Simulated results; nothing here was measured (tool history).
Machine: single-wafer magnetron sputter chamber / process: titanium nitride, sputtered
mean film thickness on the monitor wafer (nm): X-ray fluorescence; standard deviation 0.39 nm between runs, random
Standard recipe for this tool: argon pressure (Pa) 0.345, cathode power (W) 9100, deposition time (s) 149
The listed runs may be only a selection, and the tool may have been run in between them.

run,hour,argon pressure (Pa),cathode power (W),deposition time (s),wafers since the last listed run,wafers on the sputter target,hours since the last manometer calibration,hours since the magnet pack was replaced,hours since the gauge calibration,"read-back reference wafer on the same gauge, thickness_nm",mean film thickness on the monitor wafer (nm)
1,0.0,0.317,9100,149,0,2517,1157.7,6461.6,121.4,215.067,260.886
2,14.6,0.317,9100,149,173,2690,1172.3,6476.2,136.0,214.900,260.886
3,117.8,0.317,9100,149,1224,3915,1275.5,6579.4,239.2,215.158,261.085
4,131.6,0.244,9100,149,163,4079,1289.3,6593.2,253.0,215.055,265.624
5,165.3,0.244,9100,149,399,4479,1323.0,6626.9,286.7,214.930,266.071
6,179.7,0.345,9100,149,170,4650,1337.4,6641.3,301.1,215.017,258.719
7,205.7,0.345,9100,149,308,4958,1363.4,6667.3,327.1,215.002,257.978
8,226.8,0.345,8450,149,250,5209,1384.5,6688.4,348.2,215.084,240.780
9,252.7,0.345,8450,149,307,5516,1410.4,6714.3,374.1,215.072,240.866
10,271.8,0.345,8450,149,226,5743,1429.5,6733.4,393.2,214.842,240.778
11,297.3,0.345,9100,149,302,6046,1455.0,6758.9,418.7,215.090,257.692
12,322.3,0.345,9100,149,296,6342,1480.0,6783.9,443.7,214.956,258.104
13,347.0,0.300,9100,149,293,6635,1504.7,6808.6,468.4,214.973,261.248
14,373.8,0.300,9100,149,318,6953,1531.5,6835.4,495.2,214.898,260.536
15,392.3,0.345,9100,138,219,7173,1550.0,6853.9,513.7,214.925,239.015
16,412.8,0.345,9100,138,243,7416,1570.5,6874.4,534.2,215.111,240.211
# hour 435.5: magnet pack replaced
17,444.2,0.465,7850,121,277,7694,1601.9,8.7,565.6,214.961,176.663
18,460.8,0.345,10950,149,197,7891,1618.5,25.3,582.2,214.951,309.319
19,494.9,0.345,7550,149,404,8296,1652.6,59.4,616.3,215.137,216.379
20,518.7,0.446,9100,164,282,8578,1676.4,83.2,640.1,214.934,277.618
21,544.2,0.345,9100,131,302,8881,1701.9,108.7,665.6,214.960,226.543
# hour 562.7: sputter target and shields replaced
22,567.8,0.345,9100,160,185,60,1725.5,132.3,689.2,214.946,280.224
23,588.1,0.345,9100,149,240,301,1745.8,152.6,709.5,214.892,261.418
# hour 592.3: gauge calibrated
24,623.7,0.345,8450,149,422,724,1781.4,188.2,31.4,214.968,242.488
# hour 633.9: capacitance manometer re-zeroed and calibrated
25,653.9,0.345,9100,149,263,987,20.0,218.4,61.6,215.213,256.482
26,677.6,0.345,8450,164,281,1269,43.7,242.1,85.3,215.182,262.399
27,704.9,0.300,9100,149,324,1593,71.0,269.4,112.6,215.028,258.916
28,730.8,0.444,9100,176,307,1900,96.9,295.3,138.5,215.103,294.879
29,759.5,0.345,10250,135,340,2241,125.6,324.0,167.2,214.969,260.035
30,777.3,0.437,9100,166,211,2452,143.4,341.8,185.0,215.041,278.423
31,795.0,0.434,7150,177,210,2662,161.1,359.5,202.7,214.827,235.109
32,826.1,0.345,9100,149,369,3031,192.2,390.6,233.8,214.949,255.604
33,861.3,0.482,7600,159,417,3449,227.4,425.8,269.0,214.985,221.246

Hidden condition of the tool, last listed run before each entry between runs versus first listed run after:
Between runs 16 and 17: magnet pack replaced (hour 435.5)
  deposition rate above that of a new target (%): -1.1 -> -1.16; true argon pressure above the setpoint (%): -14.8 -> -15.1
  measured less the result without the state, mean film thickness on the monitor wafer (nm): +0.787 -> +1.168
Between runs 21 and 22: sputter target and shields replaced (hour 562.7)
  deposition rate above that of a new target (%): -1.33 -> -0.19; true argon pressure above the setpoint (%): -15.9 -> -16.1
  measured less the result without the state, mean film thickness on the monitor wafer (nm): +0.469 -> +3.835
Between runs 23 and 24: gauge calibrated (hour 592.3)
  deposition rate above that of a new target (%): -0.225 -> -0.287; true argon pressure above the setpoint (%): -16.3 -> -16.6
  measured less the result without the state, mean film thickness on the monitor wafer (nm): +3.530 -> +3.198
Between runs 24 and 25: capacitance manometer re-zeroed and calibrated (hour 633.9)
  deposition rate above that of a new target (%): -0.287 -> -0.34; true argon pressure above the setpoint (%): -16.6 -> 1.26
  measured less the result without the state, mean film thickness on the monitor wafer (nm): +3.198 -> -1.189

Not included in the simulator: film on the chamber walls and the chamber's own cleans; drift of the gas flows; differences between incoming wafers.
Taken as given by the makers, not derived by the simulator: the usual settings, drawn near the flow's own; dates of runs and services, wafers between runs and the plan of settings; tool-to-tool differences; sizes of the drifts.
